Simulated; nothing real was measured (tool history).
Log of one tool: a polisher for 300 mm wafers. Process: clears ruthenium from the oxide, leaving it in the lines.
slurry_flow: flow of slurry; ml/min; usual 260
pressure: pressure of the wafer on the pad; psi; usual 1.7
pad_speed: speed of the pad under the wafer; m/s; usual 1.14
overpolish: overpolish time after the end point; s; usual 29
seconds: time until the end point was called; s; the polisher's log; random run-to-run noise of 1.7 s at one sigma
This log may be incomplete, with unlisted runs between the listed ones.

run      day  slurry_flow  pressure  pad_speed  overpolish  incoming thickness of the incoming film, nm  seconds
  1        0          260       1.7       1.44          29                                         79.8     82.3
  2    2.938          260       1.7       1.14          29                                         79.5     96.5
  3    6.329          260       1.7       1.14          29                                         78.4     92.5
       6.883  -- slurry nozzle cleaned
       7.538  -- worn pad replaced by a new one, of another model than before
  4    9.438          260       1.7       1.14          29                                         81.2     87.5
  5    13.75          330       1.3       1.14          29                                         78.8     99.9
  6   17.658          330       1.3       1.14          29                                         80.2     99.6
  7   19.917          260       1.7       1.14          29                                         78.3     88.6
      20.896  -- head pressure recalibrated
  8   23.558          260       1.7       1.14          29                                         79.4     88.8
  9   26.304          260       1.7       1.14          29                                         80.1     89.7
 10   30.271          260       1.7       1.14          29                                         80.9     90.8
 11   33.479          260       1.7       1.14          29                                         79.9       92
 12   37.971          260       1.9       1.14          29                                           80     87.3
      41.525  -- worn pad replaced by a new one
 13   41.783          260       1.9       1.14          29                                         79.6     83.2
      42.933  -- slurry nozzle cleaned
 14   44.083          305       1.1       0.76          38                                           81    165.9
 15   46.867          260       1.7       0.84          29                                         81.5    123.5
 16   59.225          225       1.5       0.88          29                                           81    131.4
 17   61.804          260       1.2       0.78          29                                         80.4    162.8
 18   64.738          260       1.7       1.14          29                                         80.6     91.9
 19   67.233          260       1.7       1.14          29                                         80.9     92.8
 20   71.017          260       1.7       1.14          29                                         78.4     89.9
      73.896  -- worn pad replaced by a new one
 21   73.979          260       1.7       1.14          29                                         78.8     88.6
 22   78.125          305       1.1       0.76          38                                         80.3    167.4
      79.129  -- slurry nozzle cleaned
 23   80.921          230       1.9       0.98          44                                         79.6     98.8
      81.446  -- head pressure recalibrated
 24   83.892          260       1.7       1.14          29                                         79.5       91
 25   85.688          260       1.7       1.14          29                                           80     91.7
 26   89.558          315       1.7        1.5          29                                         79.1     65.5
 27    92.05          260       1.7       1.14          29                                         78.9     91.8
 28   94.317          260       1.2       1.14          29                                         80.9    105.6
 29   97.471          260       1.3       1.14          13                                         80.5    103.5
 30  100.938          260       1.7       1.14          29                                         79.4     88.4
 31  104.567          180       1.7       1.14          29                                           79       94
 32  107.504          260       1.2       1.26          19                                         79.4    101.6
 33  109.008          260       1.7       1.28          29                                         81.1     84.8
     109.396  -- worn pad replaced by a new one
     109.412  -- slurry nozzle cleaned
 34  113.196          235       1.3       1.36          29                                         80.5     85.4
 35  117.417          295       2.2       0.78          42                                         80.1    112.7
 36   120.85          185       1.9       1.36          23                                         80.6     72.8

Predict each of these 5 candidate next runs independently; none follows another, all start after run 36:
  A  120.871          260       1.4       1.14          29                                           80        ?
  B  120.871          210       1.7       1.24          29                                           80        ?
  C  120.871          195       1.3       1.38          41                                           80        ?
  D  120.871          260       1.7       1.46          29                                           80        ?
  E  120.871          205       1.7       1.14          29                                           80        ?

run  seconds
  A    102.5
  B     86.9
  C     89.8
  D     72.5
  E     94.7
Had the tool no hidden state, the same runs would have come out as:
run  seconds
  A    100.3
  B     84.7
  C     87.5
  D     70.9
  E     92.3

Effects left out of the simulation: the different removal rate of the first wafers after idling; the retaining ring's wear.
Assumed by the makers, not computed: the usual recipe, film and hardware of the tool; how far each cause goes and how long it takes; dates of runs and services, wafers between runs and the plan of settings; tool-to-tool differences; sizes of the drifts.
